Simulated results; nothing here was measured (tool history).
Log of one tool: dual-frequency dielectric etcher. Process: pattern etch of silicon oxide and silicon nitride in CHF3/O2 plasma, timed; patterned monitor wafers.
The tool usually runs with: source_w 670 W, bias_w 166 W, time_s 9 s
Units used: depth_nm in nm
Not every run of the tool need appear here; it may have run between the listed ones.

run	day	source_w	bias_w	time_s	read-back reference wafer on the same gauge, depth_nm	depth_nm
1	0	670	166	9	14.19	13.35
2	2.217	670	166	9	14.2	13.31
3	4.142	670	166	10	14.2	14.8
# day 7.154: wet clean of the chamber
4	10.992	670	166	11	14.2	16.24
5	12.383	670	166	11	14.2	16.25
# day 13.167: source power generator calibrated
6	14.246	670	166	11	14.19	16.76
# day 15.458: gauge calibrated
7	17.15	670	166	7.5	14.19	11.36
8	19.95	670	166	7.5	14.2	11.37
9	21.542	670	166	7.5	14.19	11.34
# day 22.196: bias power generator calibrated
10	24.05	670	166	9	14.21	13.52
11	25.5	670	166	9	14.2	13.56
12	26.538	670	166	9	14.2	13.49
13	27.875	670	166	9	14.21	13.49
14	30.421	540	139	7.5	14.19	9.36
# day 32.308: wet clean of the chamber
15	33.083	670	166	9	14.2	13.53
# day 36.55: upper electrode replaced
16	36.571	820	204	9	14.19	16.02
17	38.446	580	166	9	14.2	12.33
18	40.304	760	181	7	14.2	11.5
19	46.525	510	166	9	14.2	11.32
20	49.292	550	166	9	14.2	11.93
21	50.417	670	166	6.5	14.2	9.73
22	52.433	610	166	9	14.21	12.67
23	53.454	670	132	9	14.19	12.5
# day 56.962: wet clean of the chamber
24	56.983	670	166	9	14.19	13.41
25	58.329	670	166	9	14.2	13.41
26	59.629	580	166	9.5	14.2	12.99
27	61.025	670	166	9	14.21	13.43
28	63.125	590	166	9	14.2	12.47
29	64.925	670	147	9	14.2	12.91
30	66.112	670	166	9	14.19	13.38

4 ways to go on from here, each from the tool as it stands after run 30. What would each give?
A	66.129	670	166	11.5	?	?
B	66.129	800	189	7	?	?
C	66.129	500	183	8	?	?
D	66.129	710	139	7	?	?

run	read-back reference wafer on the same gauge, depth_nm	depth_nm
A	14.2	17.07
B	14.2	11.91
C	14.2	10.21
D	14.2	10.21
Had the tool no hidden state, the same runs would have come out as:
run	depth_nm
A	17.42
B	12.15
C	10.41
D	10.42
